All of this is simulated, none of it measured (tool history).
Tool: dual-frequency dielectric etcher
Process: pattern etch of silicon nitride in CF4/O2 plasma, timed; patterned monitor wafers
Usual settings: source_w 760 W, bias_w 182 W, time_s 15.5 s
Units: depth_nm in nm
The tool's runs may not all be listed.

run,hour,source_w,bias_w,time_s,wafers since the last listed run,hours since the last wet clean,hours since the last source power generator calibration,hours since the last bias power generator calibration,hours since the last upper electrode change,hours since the gauge calibration,"read-back reference wafer on the same gauge, depth_nm",depth_nm
1,0.0,900,182,15.5,0,351.2,4944.1,2311.0,1963.8,36.8,38.49,45.90
2,10.9,760,182,12.0,154,362.1,4955.0,2321.9,1974.7,47.7,38.50,32.27
3,18.1,760,182,15.5,101,369.3,4962.2,2329.1,1981.9,54.9,38.52,41.52
4,28.1,760,197,15.5,141,379.3,4972.2,2339.1,1991.9,64.9,38.49,43.71
5,36.5,760,197,15.5,118,387.7,4980.6,2347.5,2000.3,73.3,38.52,43.30
6,53.5,760,197,15.5,240,404.7,4997.6,2364.5,2017.3,90.3,38.50,43.31
7,62.6,760,194,15.5,128,413.8,5006.7,2373.6,2026.4,99.4,38.51,43.09
8,72.9,760,194,15.5,145,424.1,5017.0,2383.9,2036.7,109.7,38.50,42.99
9,82.6,900,171,15.5,137,433.8,5026.7,2393.6,2046.4,119.4,38.51,44.09
10,93.5,760,213,15.5,154,444.7,5037.6,2404.5,2057.3,130.3,38.47,45.07
11,110.2,760,182,15.5,236,461.4,5054.3,2421.2,2074.0,147.0,38.49,41.24
12,123.6,760,182,15.5,189,474.8,5067.7,2434.6,2087.4,160.4,38.53,41.26
# hour 133.0: source power generator calibrated
13,135.5,760,182,15.5,111,486.7,2.5,2446.5,2099.3,172.3,38.46,41.29
# hour 166.4: wet clean of the chamber
14,166.9,760,171,15.5,104,0.5,33.9,2477.9,2130.7,203.7,38.50,38.03
15,167.2,760,210,15.5,4,0.8,34.2,2478.2,2131.0,204.0,38.51,43.13
16,167.6,760,143,12.5,5,1.2,34.6,2478.6,2131.4,204.4,38.51,27.45
17,173.0,760,182,15.5,76,6.6,40.0,2484.0,2136.8,209.8,38.49,39.38
# hour 182.0: bias power generator calibrated
18,185.6,760,182,20.0,121,19.2,52.6,3.6,2149.4,222.4,38.51,50.77
# hour 223.4: wet clean of the chamber, repeated, since the last time left the tool worse
# hour 229.5: gauge calibrated
# hour 231.4: upper electrode replaced
19,231.9,640,182,15.5,201,8.5,98.9,49.9,0.5,2.4,38.49,38.19
20,232.3,760,182,15.5,5,8.9,99.3,50.3,0.9,2.8,38.50,42.38
21,232.6,850,223,17.0,4,9.2,99.6,50.6,1.2,3.1,38.51,55.74
22,232.9,820,168,14.0,4,9.5,99.9,50.9,1.5,3.4,38.50,38.13
23,243.2,760,182,15.5,145,19.8,110.2,61.2,11.8,13.7,38.52,42.31
24,260.4,620,223,19.5,243,37.0,127.4,78.4,29.0,30.9,38.51,53.26
25,270.8,760,182,15.5,146,47.4,137.8,88.8,39.4,41.3,38.49,42.07
26,281.8,930,211,18.0,155,58.4,148.8,99.8,50.4,52.3,38.50,60.10
27,290.6,650,205,11.0,124,67.2,157.6,108.6,59.2,61.1,38.50,29.24
28,297.6,690,182,18.0,98,74.2,164.6,115.6,66.2,68.1,38.46,46.15
29,304.7,760,164,12.0,100,81.3,171.7,122.7,73.3,75.2,38.48,30.63

Forecast each of these 5 alternatives for the next run:
A,305.1,760,182,15.5,5,81.7,172.1,123.1,73.7,75.6,?,?
B,305.1,910,217,18.5,5,81.7,172.1,123.1,73.7,75.6,?,?
C,305.1,950,194,15.5,5,81.7,172.1,123.1,73.7,75.6,?,?
D,305.1,890,146,13.0,5,81.7,172.1,123.1,73.7,75.6,?,?
E,305.1,760,182,13.5,5,81.7,172.1,123.1,73.7,75.6,?,?

run,"read-back reference wafer on the same gauge, depth_nm",depth_nm
A,38.48,42.08
B,38.48,61.97
C,38.48,50.08
D,38.48,34.00
E,38.48,36.65
Without the tool's hidden state the same runs would have given:
run,depth_nm
A,42.28
B,62.25
C,50.31
D,34.16
E,36.82
